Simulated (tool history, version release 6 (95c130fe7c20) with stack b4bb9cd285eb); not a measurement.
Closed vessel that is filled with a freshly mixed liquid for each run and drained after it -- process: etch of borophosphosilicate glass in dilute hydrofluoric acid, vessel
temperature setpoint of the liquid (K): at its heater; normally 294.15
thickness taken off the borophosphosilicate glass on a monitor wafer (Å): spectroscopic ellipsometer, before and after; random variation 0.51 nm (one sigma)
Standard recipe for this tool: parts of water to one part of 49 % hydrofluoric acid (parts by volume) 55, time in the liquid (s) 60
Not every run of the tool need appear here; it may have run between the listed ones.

run    hour  temperature setpoint of the liquid (K)  parts of water to one part of 49 % hydrofluoric acid (parts by volume)  time in the liquid (s)  read-back film thickness of the borophosphosilicate glass reference wafer, read on the same gauge (nm)  thickness taken off the borophosphosilicate glass on a monitor wafer (Å)
  1     0.0                                  292.65                                                                      40                      60                                                                                                  129.98                                                                     822.1
  2    54.9                                  292.65                                                                      40                      60                                                                                                  130.04                                                                     844.1
  3   112.6                                  292.65                                                                      40                      60                                                                                                  130.02                                                                     838.8
  4   139.1                                  294.15                                                                      55                      60                                                                                                  130.03                                                                     642.4
      162.7  -- hydrofluoric acid flow meter replaced
  5   173.0                                  294.15                                                                      55                      60                                                                                                  129.99                                                                     593.9
  6   226.9                                  294.15                                                                      55                      60                                                                                                  130.05                                                                     600.8
  7   282.9                                  294.15                                                                      55                      60                                                                                                  129.99                                                                     608.1
      335.2  -- gauge calibrated
  8   340.2                                  293.15                                                                      55                      35                                                                                                  129.96                                                                     344.1
  9   397.0                                  297.65                                                                      55                      60                                                                                                  129.98                                                                     713.0
 10   464.2                                  294.15                                                                      55                      60                                                                                                  129.97                                                                     624.1
 11   532.5                                  291.65                                                                      80                      85                                                                                                  129.96                                                                     546.1
 12   570.3                                  294.15                                                                      55                      60                                                                                                  130.05                                                                     634.8
 13   626.8                                  292.65                                                                      70                      30                                                                                                  129.99                                                                     232.4
 14   669.6                                  290.65                                                                      55                      60                                                                                                  130.07                                                                     552.1
 15   719.3                                  294.15                                                                      55                      60                                                                                                  130.03                                                                     648.8
 16   790.5                                  290.15                                                                      55                      45                                                                                                  130.02                                                                     417.5
 17   826.6                                  290.15                                                                      55                      45                                                                                                  130.01                                                                     424.5
      834.6  -- hydrofluoric acid flow meter replaced
 18   864.5                                  291.65                                                                      55                      60                                                                                                  129.98                                                                     543.1
 19   923.2                                  296.65                                                                      55                      60                                                                                                  129.96                                                                     671.2
 20   989.0                                  294.15                                                                      55                      60                                                                                                  130.03                                                                     621.8
 21  1060.4                                  296.15                                                                      55                      60                                                                                                  129.99                                                                     675.4
 22  1119.5                                  290.65                                                                      40                      85                                                                                                  130.02                                                                    1063.0
 23  1152.5                                  290.15                                                                      85                      30                                                                                                  130.01                                                                     165.2
 24  1181.3                                  297.65                                                                      80                      30                                                                                                  129.98                                                                     241.5
 25  1205.8                                  292.65                                                                      40                      60                                                                                                  130.01                                                                     826.1
 26  1237.8                                  294.15                                                                      35                      60                                                                                                  129.93                                                                    1001.8
 27  1280.1                                  294.15                                                                      55                      60                                                                                                  130.01                                                                     647.3
 28  1331.2                                  294.15                                                                      55                      60                                                                                                  130.00                                                                     648.2
 29  1400.9                                  295.65                                                                      40                      85                                                                                                  130.03                                                                    1398.4
     1411.6  -- hydrofluoric acid flow meter replaced
 30  1464.7                                  296.65                                                                      30                      60                                                                                                  130.02                                                                    1283.4
 31  1508.7                                  291.15                                                                      65                      40                                                                                                  130.00                                                                     299.5
 32  1544.4                                  294.15                                                                      70                      60                                                                                                  129.93                                                                     478.5

Pick out some run-to-run changes in thickness taken off the borophosphosilicate glass on a monitor wafer (Å). Of each, how much would a tool without hidden state show as well, from the settings, what came in and chance, and how much is left for the hidden state and any gauge scatter not in both results compared?
Hidden state at play: liquid hotter than its thermometer reads (K); hydrofluoric acid flow above the setpoint (%); gauge reads high (%).
Run 22 -> 23: temperature setpoint of the liquid (K) 290.65 -> 290.15, parts of water to one part of 49 % hydrofluoric acid (parts by volume) 40 -> 85, time in the liquid (s) 85 -> 30. thickness taken off the borophosphosilicate glass on a monitor wafer (Å) -897.8: hidden state -63.4, all else -834.4.
Run 28 -> 29: temperature setpoint of the liquid (K) 294.15 -> 295.65, parts of water to one part of 49 % hydrofluoric acid (parts by volume) 55 -> 40, time in the liquid (s) 60 -> 85. thickness taken off the borophosphosilicate glass on a monitor wafer (Å) +750.2: hidden state +89.7, all else +660.5.
Run 29 -> 30: temperature setpoint of the liquid (K) 295.65 -> 296.65, parts of water to one part of 49 % hydrofluoric acid (parts by volume) 40 -> 30, time in the liquid (s) 85 -> 60, hydrofluoric acid flow meter replaced. thickness taken off the borophosphosilicate glass on a monitor wafer (Å) -115.0: hidden state -95.4, all else -19.6.
Run 30 -> 31: temperature setpoint of the liquid (K) 296.65 -> 291.15, parts of water to one part of 49 % hydrofluoric acid (parts by volume) 30 -> 65, time in the liquid (s) 60 -> 40. thickness taken off the borophosphosilicate glass on a monitor wafer (Å) -983.9: hidden state -44.3, all else -939.6.

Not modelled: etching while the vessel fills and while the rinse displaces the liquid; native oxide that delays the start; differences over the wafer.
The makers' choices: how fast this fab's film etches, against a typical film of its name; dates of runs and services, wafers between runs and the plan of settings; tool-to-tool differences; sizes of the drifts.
